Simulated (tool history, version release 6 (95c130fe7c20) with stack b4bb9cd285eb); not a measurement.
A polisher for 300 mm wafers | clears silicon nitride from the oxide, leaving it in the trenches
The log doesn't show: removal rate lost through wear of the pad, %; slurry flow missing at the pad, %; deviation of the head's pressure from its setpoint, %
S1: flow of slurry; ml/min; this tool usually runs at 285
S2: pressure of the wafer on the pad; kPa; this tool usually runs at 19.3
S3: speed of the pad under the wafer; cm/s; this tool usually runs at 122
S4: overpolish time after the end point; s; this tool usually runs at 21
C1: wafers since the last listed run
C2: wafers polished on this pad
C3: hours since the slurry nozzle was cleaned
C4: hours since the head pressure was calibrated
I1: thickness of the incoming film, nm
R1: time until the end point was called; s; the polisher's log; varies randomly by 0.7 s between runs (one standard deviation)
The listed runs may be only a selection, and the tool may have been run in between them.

run,hour,S1,S2,S3,S4,C1,C2,C3,C4,I1,R1
1,0.0,285,19.3,122,21,0,505,356.7,157.7,70.2,62.2
# hour 16.8: slurry nozzle cleaned
2,56.9,285,19.3,122,21,660,1166,40.1,214.6,70.8,64.7
3,87.0,285,19.3,122,21,355,1522,70.2,244.7,69.8,63.5
# hour 269.4: worn pad replaced by a new one
4,275.9,285,19.3,122,21,2186,76,259.1,433.6,69.8,60.8
5,311.3,285,24.8,122,21,418,495,294.5,469.0,70.8,52.6
# hour 322.8: slurry nozzle cleaned
6,373.5,285,24.8,122,21,723,1219,50.7,531.2,70.1,52.8
7,438.3,285,19.3,122,21,766,1985,115.5,596.0,69.9,65.5
8,489.1,285,19.3,122,21,600,2586,166.3,646.8,69.5,65.7
9,515.3,285,19.3,138,21,309,2895,192.5,673.0,70.7,58.5
# hour 583.4: worn pad replaced by a new one
10,584.3,285,19.3,138,21,768,10,261.5,742.0,68.9,52.3
# hour 610.8: slurry nozzle cleaned
11,648.2,285,19.3,122,17,743,754,37.4,805.9,70.2,62.1
12,708.9,285,19.3,122,21,717,1472,98.1,866.6,70.4,63.6
13,824.3,285,19.3,122,28,1364,2836,213.5,982.0,70.1,66.4
14,888.0,285,19.3,122,21,753,3589,277.2,1045.7,69.5,65.7
# hour 920.7: slurry nozzle cleaned
# hour 924.8: worn pad replaced by a new one
15,932.3,285,21.4,108,18,464,88,11.6,1090.0,69.1,62.5
# hour 940.9: head pressure recalibrated
16,973.1,190,19.3,122,24,458,547,52.4,32.2,68.9,63.0
17,1017.9,315,19.3,122,21,529,1077,97.2,77.0,70.1,62.4
18,1076.9,255,19.3,80,21,697,1774,156.2,136.0,69.7,100.5
19,1136.7,285,19.3,122,21,707,2481,216.0,195.8,69.8,65.1
20,1173.3,285,19.3,122,21,432,2914,252.6,232.4,70.6,66.7
# hour 1204.1: slurry nozzle cleaned
21,1236.9,255,24.8,152,30,740,3654,32.8,296.0,71.0,45.9
# hour 1245.6: worn pad replaced by a new one
22,1446.5,285,19.3,122,21,2431,2375,242.4,505.6,69.6,64.4
23,1502.5,285,19.3,122,21,662,3037,298.4,561.6,69.8,66.8
# hour 1569.1: slurry nozzle cleaned
# hour 1571.8: worn pad replaced by a new one
24,1576.9,225,19.3,100,21,835,60,7.8,636.0,69.3,74.6

Entry by entry between the runs, the difference in hidden state between the last listed run before and the first listed run after:
Between runs 1 and 2: slurry nozzle cleaned (hour 16.8)
  removal rate lost through wear of the pad, %: 3.34 -> 6.03
  measured value less the no-hidden-state value, R1: +2.1 -> +3.9 s
Between runs 3 and 4: worn pad replaced by a new one (hour 269.4)
  removal rate lost through wear of the pad, %: 6.96 -> 1.1
  measured value less the no-hidden-state value, R1: +4.4 -> +0.7 s
Between runs 5 and 6: slurry nozzle cleaned (hour 322.8)
  removal rate lost through wear of the pad, %: 3.7 -> 6.59
  measured value less the no-hidden-state value, R1: +1.9 -> +3.5 s
Between runs 9 and 10: worn pad replaced by a new one (hour 583.4)
  removal rate lost through wear of the pad, %: 9.25 -> 0.579
  measured value less the no-hidden-state value, R1: +5.4 -> +0.3 s
Between runs 10 and 11: slurry nozzle cleaned (hour 610.8)
  removal rate lost through wear of the pad, %: 0.579 -> 4.95
  measured value less the no-hidden-state value, R1: +0.3 -> +3.1 s
Between runs 14 and 15: slurry nozzle cleaned (hour 920.7); worn pad replaced by a new one (hour 924.8)
  removal rate lost through wear of the pad, %: 9.63 -> 0.93
  measured value less the no-hidden-state value, R1: +6.4 -> +0.5 s
Between runs 15 and 16: head pressure recalibrated (hour 940.9)
  removal rate lost through wear of the pad, %: 0.93 -> 3.83
  measured value less the no-hidden-state value, R1: +0.5 -> +2.4 s
Between runs 20 and 21: slurry nozzle cleaned (hour 1204.1)
  removal rate lost through wear of the pad, %: 9.02 -> 9.44
  measured value less the no-hidden-state value, R1: +6.0 -> +4.3 s
Between runs 21 and 22: worn pad replaced by a new one (hour 1245.6)
  removal rate lost through wear of the pad, %: 9.44 -> 8.77
  measured value less the no-hidden-state value, R1: +4.3 -> +5.6 s
Between runs 23 and 24: slurry nozzle cleaned (hour 1569.1); worn pad replaced by a new one (hour 1571.8)
  removal rate lost through wear of the pad, %: 9.36 -> 0.987
  measured value less the no-hidden-state value, R1: +6.3 -> +0.8 s

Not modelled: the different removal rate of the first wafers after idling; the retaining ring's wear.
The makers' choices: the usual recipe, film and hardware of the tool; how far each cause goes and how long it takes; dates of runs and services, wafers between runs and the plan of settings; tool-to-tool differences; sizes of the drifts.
